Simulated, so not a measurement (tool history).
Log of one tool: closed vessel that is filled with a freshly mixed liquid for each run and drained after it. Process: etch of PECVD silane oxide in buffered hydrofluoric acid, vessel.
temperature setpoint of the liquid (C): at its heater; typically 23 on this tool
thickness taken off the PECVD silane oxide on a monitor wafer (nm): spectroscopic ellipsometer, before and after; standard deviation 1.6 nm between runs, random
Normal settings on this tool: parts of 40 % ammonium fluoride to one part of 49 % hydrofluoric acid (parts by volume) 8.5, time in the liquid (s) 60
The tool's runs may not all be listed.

| run | hour | temperature setpoint of the liquid (C) | parts of 40 % ammonium fluoride to one part of 49 % hydrofluoric acid (parts by volume) | time in the liquid (s) | wafers since the last listed run | hours since the thermometer was replaced | hours since the hydrofluoric acid flow meter was replaced | hours since the gauge calibration | read-back film thickness of the PECVD silane oxide reference wafer, read on the same gauge (nm) | thickness taken off the PECVD silane oxide on a monitor wafer (nm) |
|---|---|---|---|---|---|---|---|---|---|---|
| 1 | 0 | 23 | 8.5 | 60 | 0 | 2791.3 | 755.6 | 172.1 | 120 | 178.58 |
| 2 | 27.1 | 23 | 8.5 | 60 | 4020 | 2818.4 | 782.7 | 199.2 | 119.98 | 181.2 |
| 3 | 50 | 23 | 10 | 60 | 3397 | 2841.3 | 805.6 | 222.1 | 119.99 | 154.15 |
| 4 | 70.8 | 23 | 10 | 60 | 3085 | 2862.1 | 826.4 | 242.9 | 119.98 | 155.72 |
| 5 | 92.3 | 23 | 8.5 | 40 | 3189 | 2883.6 | 847.9 | 264.4 | 120.06 | 116.7 |
|  | 102.2 | gauge calibrated |
| 6 | 119.3 | 23 | 9.5 | 60 | 4005 | 2910.6 | 874.9 | 17.1 | 119.98 | 161.45 |
| 7 | 143.2 | 23 | 9.5 | 60 | 3545 | 2934.5 | 898.8 | 41 | 119.98 | 165.77 |
| 8 | 158.3 | 23 | 9.5 | 60 | 2240 | 2949.6 | 913.9 | 56.1 | 120.03 | 164.03 |
|  | 166.2 | thermometer replaced |
| 9 | 171.3 | 23 | 10.5 | 60 | 1780 | 5.1 | 926.9 | 69.1 | 120 | 148.05 |
| 10 | 188.1 | 23 | 10.5 | 60 | 2492 | 21.9 | 943.7 | 85.9 | 120.01 | 147.04 |
| 11 | 203.2 | 25 | 7.5 | 60 | 2240 | 37 | 958.8 | 101 | 120.01 | 217.33 |
| 12 | 228 | 23 | 8.5 | 70 | 3679 | 61.8 | 983.6 | 125.8 | 119.99 | 205.92 |
|  | 229.4 | hydrofluoric acid flow meter replaced |
| 13 | 251.3 | 23 | 5.5 | 60 | 3308 | 85.1 | 21.9 | 149.1 | 120 | 293.05 |
| 14 | 285.3 | 23 | 8.5 | 30 | 5043 | 119.1 | 55.9 | 183.1 | 120.02 | 97.08 |
| 15 | 316.5 | 19 | 8.5 | 45 | 4628 | 150.3 | 87.1 | 214.3 | 120.03 | 114.4 |
|  | 330.3 | gauge calibrated |
| 16 | 344.7 | 24.5 | 10.5 | 85 | 4183 | 178.5 | 115.3 | 14.4 | 120.03 | 246.1 |
| 17 | 360.8 | 23 | 8.5 | 60 | 2388 | 194.6 | 131.4 | 30.5 | 120.03 | 188.2 |
| 18 | 374.9 | 23 | 8.5 | 60 | 2091 | 208.7 | 145.5 | 44.6 | 120.03 | 189.34 |
| 19 | 405.3 | 18 | 6 | 60 | 4509 | 239.1 | 175.9 | 75 | 120.04 | 202.61 |
| 20 | 422.6 | 23 | 8.5 | 60 | 2566 | 256.4 | 193.2 | 92.3 | 120.02 | 184.89 |

Each row is a separate what-if for the run after 20, all from the same tool condition, not one after another. Results?
| A | 423.3 | 18 | 8.5 | 60 | 103 | 257.1 | 193.9 | 93 | ? | ? |
| B | 423.3 | 23 | 5.5 | 35 | 103 | 257.1 | 193.9 | 93 | ? | ? |
| C | 423.3 | 23 | 8.5 | 95 | 103 | 257.1 | 193.9 | 93 | ? | ? |
| D | 423.3 | 18.5 | 8.5 | 60 | 103 | 257.1 | 193.9 | 93 | ? | ? |
| E | 423.3 | 21 | 8.5 | 60 | 103 | 257.1 | 193.9 | 93 | ? | ? |

| run | read-back film thickness of the PECVD silane oxide reference wafer, read on the same gauge (nm) | thickness taken off the PECVD silane oxide on a monitor wafer (nm) |
|---|---|---|
| A | 120.03 | 142.29 |
| B | 120.03 | 167.99 |
| C | 120.03 | 297.77 |
| D | 120.03 | 146.38 |
| E | 120.03 | 168.4 |
The same runs, with their run-to-run variation unchanged, on a tool lacking any hidden condition would have given:
| run | thickness taken off the PECVD silane oxide on a monitor wafer (nm) |
|---|---|
| A | 148.14 |
| B | 173.35 |
| C | 310 |
| D | 152.39 |
| E | 175.32 |

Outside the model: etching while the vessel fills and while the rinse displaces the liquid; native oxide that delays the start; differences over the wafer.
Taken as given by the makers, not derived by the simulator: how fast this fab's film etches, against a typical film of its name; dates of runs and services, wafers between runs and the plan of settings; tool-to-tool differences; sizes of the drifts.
